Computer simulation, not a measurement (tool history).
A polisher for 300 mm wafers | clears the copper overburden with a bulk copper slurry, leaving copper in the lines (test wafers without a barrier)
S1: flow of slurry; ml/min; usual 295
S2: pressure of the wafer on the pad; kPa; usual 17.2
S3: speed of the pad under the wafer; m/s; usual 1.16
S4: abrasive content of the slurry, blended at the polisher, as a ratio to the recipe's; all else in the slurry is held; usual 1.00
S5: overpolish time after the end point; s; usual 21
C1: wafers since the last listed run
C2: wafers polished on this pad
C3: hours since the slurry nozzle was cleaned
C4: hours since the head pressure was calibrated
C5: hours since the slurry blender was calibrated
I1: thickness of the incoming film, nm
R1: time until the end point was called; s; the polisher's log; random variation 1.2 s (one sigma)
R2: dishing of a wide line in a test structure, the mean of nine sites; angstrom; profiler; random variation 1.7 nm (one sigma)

run	day	S1	S2	S3	S4	S5	C1	C2	C3	C4	C5	I1	R1	R2
1	0.000	295	17.2	1.16	1.00	21	0	358	85.7	589.0	399.3	1129.5	154.3	892
# day 1.196: slurry blender recalibrated
2	1.217	295	17.2	1.16	1.10	21	221	579	114.9	618.2	0.5	1137.1	152.6	859
3	1.725	360	17.2	1.16	1.00	21	99	679	127.1	630.4	12.7	1131.4	153.0	884
4	2.504	345	13.8	1.16	1.00	21	152	831	145.8	649.1	31.4	1125.3	198.3	741
5	3.146	345	13.8	1.16	1.00	21	125	957	161.2	664.5	46.8	1107.4	195.1	703
6	3.708	345	13.8	1.16	1.00	21	110	1067	174.7	678.0	60.3	1110.1	194.4	722
7	4.625	295	17.2	1.16	0.80	21	179	1246	196.7	700.0	82.3	1108.6	170.1	787
8	5.867	295	17.2	1.16	0.80	21	242	1489	226.5	729.8	112.1	1098.0	173.1	796
9	6.425	295	17.2	1.16	1.00	12	109	1599	239.9	743.2	125.5	1129.6	171.7	537
# day 6.833: worn pad replaced by a new one
10	7.617	295	22.8	1.16	1.00	29	200	153	268.5	771.8	154.1	1130.4	115.3	1279
11	8.762	220	17.2	1.16	1.00	21	224	377	296.0	799.3	181.6	1128.6	154.3	875
12	10.225	335	17.2	1.36	1.15	11	286	663	331.1	834.4	216.7	1112.8	129.3	623
# day 11.129: head pressure recalibrated
13	11.188	215	17.2	1.16	0.80	21	172	835	354.2	1.4	239.8	1134.3	172.1	834
14	11.771	295	17.2	1.04	1.00	27	114	949	368.2	15.4	253.8	1114.7	170.0	931
15	13.133	345	20.7	1.16	0.90	16	266	1216	400.9	48.1	286.5	1129.5	134.5	828
# day 14.075: worn pad replaced by a new one
16	14.267	215	17.2	1.16	0.80	21	189	37	428.1	75.3	313.7	1140.2	168.8	815
17	15.621	295	17.2	1.16	1.00	31	264	302	460.6	107.8	346.2	1121.6	150.6	1077
# day 15.729: slurry blender recalibrated
18	16.817	295	18.6	1.32	1.00	21	217	520	489.3	136.5	26.1	1096.6	125.4	983
19	18.125	295	17.2	0.88	1.00	21	256	776	520.7	167.9	57.5	1128.0	194.0	750
20	19.546	250	19.3	1.02	1.00	10	278	1054	554.8	202.0	91.6	1120.4	158.7	516
21	20.354	295	17.2	1.16	1.00	21	158	1212	574.2	221.4	111.0	1102.2	160.2	836
22	21.517	295	17.2	1.16	0.85	21	227	1440	602.1	249.3	138.9	1115.6	174.3	811
# day 21.617: slurry nozzle cleaned
# day 22.629: worn pad replaced by a new one
23	23.017	295	22.8	1.16	1.00	17	252	75	33.6	285.3	174.9	1106.8	113.8	952
24	24.200	295	15.2	1.16	1.00	26	231	307	62.0	313.7	203.3	1122.1	173.3	910
25	25.175	295	17.2	0.98	0.90	26	190	498	85.4	337.1	226.7	1135.6	180.3	909
26	26.662	400	17.2	1.16	1.20	29	291	789	121.1	372.8	262.4	1116.9	141.2	1055
27	27.854	295	17.2	1.16	1.00	21	233	1022	149.7	401.4	291.0	1121.7	154.3	836
28	28.867	295	13.8	1.16	1.10	21	198	1220	174.0	425.7	315.3	1133.0	197.7	716
# day 29.771: slurry blender recalibrated
# day 29.917: worn pad replaced by a new one
29	29.938	190	17.2	0.90	1.00	10	164	3	199.7	451.4	4.0	1142.2	190.9	428

3 ways to go on from here, each from the tool as it stands after run 29. What would each give?
A	29.958	295	17.2	1.16	1.00	21	4	7	200.2	451.9	4.5	1100.8	?	?
B	29.958	295	17.2	0.94	1.00	21	4	7	200.2	451.9	4.5	1100.8	?	?
C	29.958	295	17.2	1.16	1.00	29	4	7	200.2	451.9	4.5	1100.8	?	?

run	R1	R2
A	149.4	886
B	175.4	801
C	149.4	1059
Without the tool's hidden state the same runs would have given:
run	R1	R2
A	148.7	889
B	174.7	803
C	148.7	1061
